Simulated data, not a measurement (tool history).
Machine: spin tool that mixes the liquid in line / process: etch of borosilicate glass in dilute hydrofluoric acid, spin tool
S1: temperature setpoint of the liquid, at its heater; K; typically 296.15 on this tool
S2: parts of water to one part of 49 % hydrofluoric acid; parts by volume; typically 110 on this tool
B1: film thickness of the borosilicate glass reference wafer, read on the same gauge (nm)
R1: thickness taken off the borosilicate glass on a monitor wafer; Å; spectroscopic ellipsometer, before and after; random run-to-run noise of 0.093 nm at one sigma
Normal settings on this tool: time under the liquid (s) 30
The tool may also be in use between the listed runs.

{"run": 1, "hour": 0.0, "S1": 296.15, "S2": 110, "time under the liquid (s)": 30, "B1": 59.99, "R1": 112.7}
{"run": 2, "hour": 51.5, "S1": 296.15, "S2": 110, "time under the liquid (s)": 30, "B1": 60.01, "R1": 109.9}
{"hour": 60.2, "done": "hydrofluoric acid flow meter replaced"}
{"run": 3, "hour": 96.6, "S1": 296.15, "S2": 110, "time under the liquid (s)": 30, "B1": 60.01, "R1": 108.4}
{"run": 4, "hour": 146.0, "S1": 296.15, "S2": 110, "time under the liquid (s)": 30, "B1": 60.01, "R1": 110.8}
{"run": 5, "hour": 185.8, "S1": 296.15, "S2": 110, "time under the liquid (s)": 30, "B1": 60.0, "R1": 109.8}
{"run": 6, "hour": 255.1, "S1": 296.15, "S2": 110, "time under the liquid (s)": 30, "B1": 59.99, "R1": 110.9}
{"run": 7, "hour": 280.6, "S1": 296.15, "S2": 110, "time under the liquid (s)": 30, "B1": 59.97, "R1": 111.4}
{"run": 8, "hour": 308.5, "S1": 296.15, "S2": 95, "time under the liquid (s)": 30, "B1": 60.0, "R1": 133.9}
{"run": 9, "hour": 375.0, "S1": 296.15, "S2": 95, "time under the liquid (s)": 30, "B1": 59.98, "R1": 131.6}
{"run": 10, "hour": 437.2, "S1": 299.15, "S2": 75, "time under the liquid (s)": 30, "B1": 60.02, "R1": 191.8}
{"run": 11, "hour": 485.1, "S1": 292.65, "S2": 90, "time under the liquid (s)": 20, "B1": 60.01, "R1": 81.7}
{"hour": 508.6, "done": "gauge calibrated"}
{"run": 12, "hour": 523.3, "S1": 296.15, "S2": 110, "time under the liquid (s)": 30, "B1": 59.99, "R1": 112.2}
{"run": 13, "hour": 559.8, "S1": 296.15, "S2": 110, "time under the liquid (s)": 30, "B1": 60.0, "R1": 110.7}
{"run": 14, "hour": 608.3, "S1": 292.65, "S2": 155, "time under the liquid (s)": 45, "B1": 59.99, "R1": 100.9}
{"run": 15, "hour": 644.4, "S1": 296.15, "S2": 80, "time under the liquid (s)": 35, "B1": 59.99, "R1": 190.0}
{"run": 16, "hour": 711.4, "S1": 296.15, "S2": 110, "time under the liquid (s)": 30, "B1": 60.01, "R1": 112.2}
{"run": 17, "hour": 778.1, "S1": 296.15, "S2": 110, "time under the liquid (s)": 30, "B1": 59.97, "R1": 113.7}
{"run": 18, "hour": 815.7, "S1": 291.65, "S2": 75, "time under the liquid (s)": 20, "B1": 60.0, "R1": 96.3}
{"hour": 879.7, "done": "thermometer replaced"}
{"run": 19, "hour": 882.6, "S1": 293.15, "S2": 110, "time under the liquid (s)": 30, "B1": 59.97, "R1": 91.1}
{"run": 20, "hour": 912.9, "S1": 296.15, "S2": 110, "time under the liquid (s)": 30, "B1": 59.98, "R1": 103.8}
{"run": 21, "hour": 984.0, "S1": 296.15, "S2": 110, "time under the liquid (s)": 30, "B1": 59.99, "R1": 103.2}
{"run": 22, "hour": 1019.7, "S1": 297.65, "S2": 145, "time under the liquid (s)": 30, "B1": 59.99, "R1": 80.1}
{"run": 23, "hour": 1073.9, "S1": 296.15, "S2": 110, "time under the liquid (s)": 30, "B1": 60.0, "R1": 106.2}
{"run": 24, "hour": 1109.8, "S1": 296.15, "S2": 110, "time under the liquid (s)": 30, "B1": 60.01, "R1": 105.4}
{"run": 25, "hour": 1137.2, "S1": 293.15, "S2": 135, "time under the liquid (s)": 15, "B1": 60.0, "R1": 36.5}
{"run": 26, "hour": 1204.8, "S1": 296.15, "S2": 110, "time under the liquid (s)": 30, "B1": 60.01, "R1": 104.5}
{"run": 27, "hour": 1260.4, "S1": 296.15, "S2": 65, "time under the liquid (s)": 15, "B1": 59.99, "R1": 93.4}
{"run": 28, "hour": 1293.9, "S1": 299.65, "S2": 110, "time under the liquid (s)": 30, "B1": 60.0, "R1": 121.1}
{"run": 29, "hour": 1333.5, "S1": 296.15, "S2": 60, "time under the liquid (s)": 30, "B1": 59.98, "R1": 206.0}
{"run": 30, "hour": 1358.3, "S1": 297.65, "S2": 145, "time under the liquid (s)": 30, "B1": 60.02, "R1": 81.7}
{"run": 31, "hour": 1411.0, "S1": 296.15, "S2": 160, "time under the liquid (s)": 30, "B1": 60.0, "R1": 67.6}
{"run": 32, "hour": 1437.6, "S1": 292.15, "S2": 110, "time under the liquid (s)": 30, "B1": 60.01, "R1": 89.3}
{"run": 33, "hour": 1491.5, "S1": 296.15, "S2": 60, "time under the liquid (s)": 20, "B1": 60.01, "R1": 140.3}

Some steps in R1, run to run, broken into two amounts with sign: the step expected even without the hidden condition (settings, incoming material, random variation), and the rest, left for the hidden condition together with whatever gauge scatter is not in both the measured and the hidden-condition-free result:
The hidden state here: liquid hotter than its thermometer reads (K); hydrofluoric acid flow below the setpoint (%); gauge reads high (%).
Run 10 -> 11: S1 299.15 -> 292.65, S2 75 -> 90, time under the liquid (s) 30 -> 20. R1 -110.1 Å: hidden state -8.6, all else -101.5.
Run 14 -> 15: S1 292.65 -> 296.15, S2 155 -> 80, time under the liquid (s) 45 -> 35. R1 +89.1 Å: hidden state +8.5, all else +80.6.
Run 18 -> 19: S1 291.65 -> 293.15, S2 75 -> 110, time under the liquid (s) 20 -> 30, thermometer replaced. R1 -5.2 Å: hidden state -8.8, all else +3.6.
Run 29 -> 30: S1 296.15 -> 297.65, S2 60 -> 145. R1 -124.3 Å: hidden state -3.0, all else -121.3.
